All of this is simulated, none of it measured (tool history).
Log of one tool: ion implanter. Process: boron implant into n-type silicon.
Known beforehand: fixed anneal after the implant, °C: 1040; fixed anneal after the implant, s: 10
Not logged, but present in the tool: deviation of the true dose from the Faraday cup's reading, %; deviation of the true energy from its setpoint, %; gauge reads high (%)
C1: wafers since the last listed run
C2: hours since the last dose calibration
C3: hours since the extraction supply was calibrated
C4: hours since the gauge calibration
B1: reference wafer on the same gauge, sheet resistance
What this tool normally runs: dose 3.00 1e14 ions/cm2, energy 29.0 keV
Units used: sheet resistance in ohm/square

Run 1, hour 0.0: usual settings but dose 2.63 1e14 ions/cm2; C1 0; C2 1366.8; C3 5219.7; C4 417.0; B1 389.04. Result: sheet resistance 355.75 ohm/square.
Run 2, hour 62.2: usual settings; C1 1168; C2 1429.0; C3 5281.9; C4 479.2; B1 388.95. Result: sheet resistance 319.42 ohm/square.
Run 3, hour 93.3: usual settings but energy 34.5 keV; C1 584; C2 1460.1; C3 5313.0; C4 510.3; B1 389.05. Result: sheet resistance 313.02 ohm/square.
Run 4, hour 117.4: usual settings but energy 34.5 keV; C1 452; C2 1484.2; C3 5337.1; C4 534.4; B1 388.94. Result: sheet resistance 312.03 ohm/square.
Run 5, hour 149.1: usual settings; C1 595; C2 1515.9; C3 5368.8; C4 566.1; B1 389.02. Result: sheet resistance 317.63 ohm/square.
Run 6, hour 165.7: usual settings; C1 311; C2 1532.5; C3 5385.4; C4 582.7; B1 389.09. Result: sheet resistance 318.11 ohm/square.
Run 7, hour 189.0: usual settings; C1 437; C2 1555.8; C3 5408.7; C4 606.0; B1 389.03. Result: sheet resistance 318.56 ohm/square.
Run 8, hour 206.9: usual settings; C1 336; C2 1573.7; C3 5426.6; C4 623.9; B1 388.92. Result: sheet resistance 318.50 ohm/square.
Run 9, hour 220.4: usual settings but dose 2.53 1e14 ions/cm2; C1 253; C2 1587.2; C3 5440.1; C4 637.4; B1 388.93. Result: sheet resistance 364.91 ohm/square.
Run 10, hour 245.0: usual settings but dose 2.53 1e14 ions/cm2; C1 462; C2 1611.8; C3 5464.7; C4 662.0; B1 388.98. Result: sheet resistance 364.83 ohm/square.
Run 11, hour 267.9: usual settings but energy 36.5 keV; C1 430; C2 1634.7; C3 5487.6; C4 684.9; B1 389.08. Result: sheet resistance 310.89 ohm/square.
Run 12, hour 301.2: usual settings but energy 36.5 keV; C1 625; C2 1668.0; C3 5520.9; C4 718.2; B1 389.11. Result: sheet resistance 310.58 ohm/square.
Run 13, hour 314.7: usual settings but energy 36.5 keV; C1 253; C2 1681.5; C3 5534.4; C4 731.7; B1 389.15. Result: sheet resistance 310.59 ohm/square.
At hour 336.3: Faraday cup replaced and dose calibrated.
Run 14, hour 350.3: usual settings; C1 518; C2 14.0; C3 5570.0; C4 767.3; B1 388.91. Result: sheet resistance 323.66 ohm/square.
Run 15, hour 380.2: usual settings but dose 3.77 1e14 ions/cm2, energy 34.5 keV; C1 561; C2 43.9; C3 5599.9; C4 797.2; B1 389.10. Result: sheet resistance 265.11 ohm/square.
At hour 473.3: extraction supply calibrated.
Run 16, hour 483.8: usual settings but dose 3.36 1e14 ions/cm2; C1 1796; C2 147.5; C3 10.5; C4 900.8; B1 388.89. Result: sheet resistance 295.53 ohm/square.
Run 17, hour 515.4: usual settings but dose 3.26 1e14 ions/cm2, energy 21.5 keV; C1 593; C2 179.1; C3 42.1; C4 932.4; B1 388.87. Result: sheet resistance 312.80 ohm/square.
Run 18, hour 538.8: usual settings but dose 2.77 1e14 ions/cm2, energy 23.5 keV; C1 439; C2 202.5; C3 65.5; C4 955.8; B1 388.98. Result: sheet resistance 353.47 ohm/square.
Run 19, hour 562.7: usual settings but dose 2.14 1e14 ions/cm2, energy 24.5 keV; C1 449; C2 226.4; C3 89.4; C4 979.7; B1 389.00. Result: sheet resistance 433.41 ohm/square.
At hour 568.2: gauge calibrated.
Run 20, hour 596.4: usual settings; C1 633; C2 260.1; C3 123.1; C4 28.2; B1 388.92. Result: sheet resistance 323.74 ohm/square.
Run 21, hour 620.7: usual settings but dose 3.44 1e14 ions/cm2, energy 22.5 keV; C1 456; C2 284.4; C3 147.4; C4 52.5; B1 388.90. Result: sheet resistance 298.00 ohm/square.
Run 22, hour 647.0: usual settings but dose 3.78 1e14 ions/cm2; C1 494; C2 310.7; C3 173.7; C4 78.8; B1 388.93. Result: sheet resistance 267.59 ohm/square.
Run 23, hour 680.5: usual settings but energy 19.0 keV; C1 629; C2 344.2; C3 207.2; C4 112.3; B1 389.10. Result: sheet resistance 339.14 ohm/square.
Run 24, hour 693.8: usual settings but dose 2.69 1e14 ions/cm2, energy 25.5 keV; C1 249; C2 357.5; C3 220.5; C4 125.6; B1 389.04. Result: sheet resistance 358.34 ohm/square.
Run 25, hour 786.4: usual settings but dose 3.25 1e14 ions/cm2, energy 20.5 keV; C1 1739; C2 450.1; C3 313.1; C4 218.2; B1 388.95. Result: sheet resistance 314.69 ohm/square.
Run 26, hour 804.7: usual settings but dose 2.60 1e14 ions/cm2, energy 22.0 keV; C1 343; C2 468.4; C3 331.4; C4 236.5; B1 389.00. Result: sheet resistance 374.55 ohm/square.
Run 27, hour 832.9: usual settings but dose 2.68 1e14 ions/cm2, energy 26.0 keV; C1 529; C2 496.6; C3 359.6; C4 264.7; B1 388.98. Result: sheet resistance 357.40 ohm/square.
Run 28, hour 847.8: usual settings; C1 279; C2 511.5; C3 374.5; C4 279.6; B1 389.04. Result: sheet resistance 322.15 ohm/square.

Consider 4 possible next runs. They are alternatives, not a sequence: every one starts from the tool as it was left by run 28. What does each give?
Run A, hour 848.2: usual settings but energy 32.5 keV; C1 7; C2 511.9; C3 374.9; C4 280.0; B1 ?. Result: sheet resistance ?.
Run B, hour 848.2: usual settings but dose 3.52 1e14 ions/cm2, energy 22.0 keV; C1 7; C2 511.9; C3 374.9; C4 280.0; B1 ?. Result: sheet resistance ?.
Run C, hour 848.2: usual settings but dose 2.45 1e14 ions/cm2; C1 7; C2 511.9; C3 374.9; C4 280.0; B1 ?. Result: sheet resistance ?.
Run D, hour 848.2: usual settings but energy 38.5 keV; C1 7; C2 511.9; C3 374.9; C4 280.0; B1 ?. Result: sheet resistance ?.

run      B1  sheet resistance
  A  389.06            318.71
  B  389.06            291.95
  C  389.06            379.76
  D  389.06            312.82
With the hidden condition removed and each run's random variation left untouched, the same runs would have given:
run  sheet resistance
  A            320.29
  B            293.40
  C            381.63
  D            314.37
